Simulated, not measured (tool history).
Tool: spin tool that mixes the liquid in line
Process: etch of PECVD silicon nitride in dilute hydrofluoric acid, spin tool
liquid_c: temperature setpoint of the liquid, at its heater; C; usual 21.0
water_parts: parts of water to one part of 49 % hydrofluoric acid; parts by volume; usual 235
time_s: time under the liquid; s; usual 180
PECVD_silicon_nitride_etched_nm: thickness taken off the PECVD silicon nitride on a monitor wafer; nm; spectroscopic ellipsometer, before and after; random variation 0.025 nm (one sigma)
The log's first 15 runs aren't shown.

| run | hour | liquid_c | water_parts | time_s | read-back film thickness of the PECVD silicon nitride reference wafer, read on the same gauge (nm) | PECVD_silicon_nitride_etched_nm |
|---|---|---|---|---|---|---|
| 16 | 957.7 | 25.5 | 235 | 180 | 59.970 | 2.714 |
| 17 | 1001.2 | 21.0 | 155 | 180 | 59.990 | 3.053 |
| 18 | 1061.3 | 21.0 | 235 | 180 | 60.061 | 2.045 |
| 19 | 1117.7 | 21.0 | 235 | 240 | 59.990 | 2.703 |
| 20 | 1282.8 | 17.5 | 150 | 255 | 59.994 | 3.469 |
| 21 | 1337.7 | 21.0 | 120 | 180 | 60.069 | 3.953 |
| 22 | 1384.0 | 21.0 | 315 | 125 | 60.011 | 1.047 |
| 23 | 1427.7 | 18.5 | 295 | 180 | 59.982 | 1.396 |
| 24 | 1453.9 | 25.5 | 195 | 180 | 59.989 | 3.307 |
| 25 | 1519.8 | 21.0 | 235 | 275 | 60.021 | 3.072 |
| 26 | 1557.1 | 24.0 | 280 | 95 | 60.027 | 1.070 |
| 27 | 1609.7 | 21.0 | 235 | 180 | 59.965 | 2.100 |
| 28 | 1679.9 | 17.5 | 235 | 180 | 60.004 | 1.651 |
| 29 | 1720.6 | 23.5 | 190 | 260 | 60.010 | 4.241 |
| 30 | 1840.6 | 21.0 | 235 | 180 | 60.038 | 2.043 |
| 31 | 1886.5 | 26.0 | 200 | 90 | 59.982 | 1.641 |
| 32 | 1919.5 | 19.5 | 235 | 285 | 60.026 | 2.845 |

4 ways to go on from here, each from the tool as it stands after run 32. What would each give?
| A | 1920.0 | 21.0 | 235 | 135 | ? | ? |
| B | 1920.0 | 24.5 | 235 | 180 | ? | ? |
| C | 1920.0 | 21.0 | 160 | 180 | ? | ? |
| D | 1920.0 | 21.0 | 235 | 285 | ? | ? |

| run | read-back film thickness of the PECVD silicon nitride reference wafer, read on the same gauge (nm) | PECVD_silicon_nitride_etched_nm |
|---|---|---|
| A | 59.955 | 1.542 |
| B | 59.955 | 2.565 |
| C | 59.955 | 2.992 |
| D | 59.955 | 3.255 |
Without the tool's hidden state the same runs would have given:
| run | PECVD_silicon_nitride_etched_nm |
|---|---|
| A | 1.542 |
| B | 2.565 |
| C | 2.992 |
| D | 3.255 |

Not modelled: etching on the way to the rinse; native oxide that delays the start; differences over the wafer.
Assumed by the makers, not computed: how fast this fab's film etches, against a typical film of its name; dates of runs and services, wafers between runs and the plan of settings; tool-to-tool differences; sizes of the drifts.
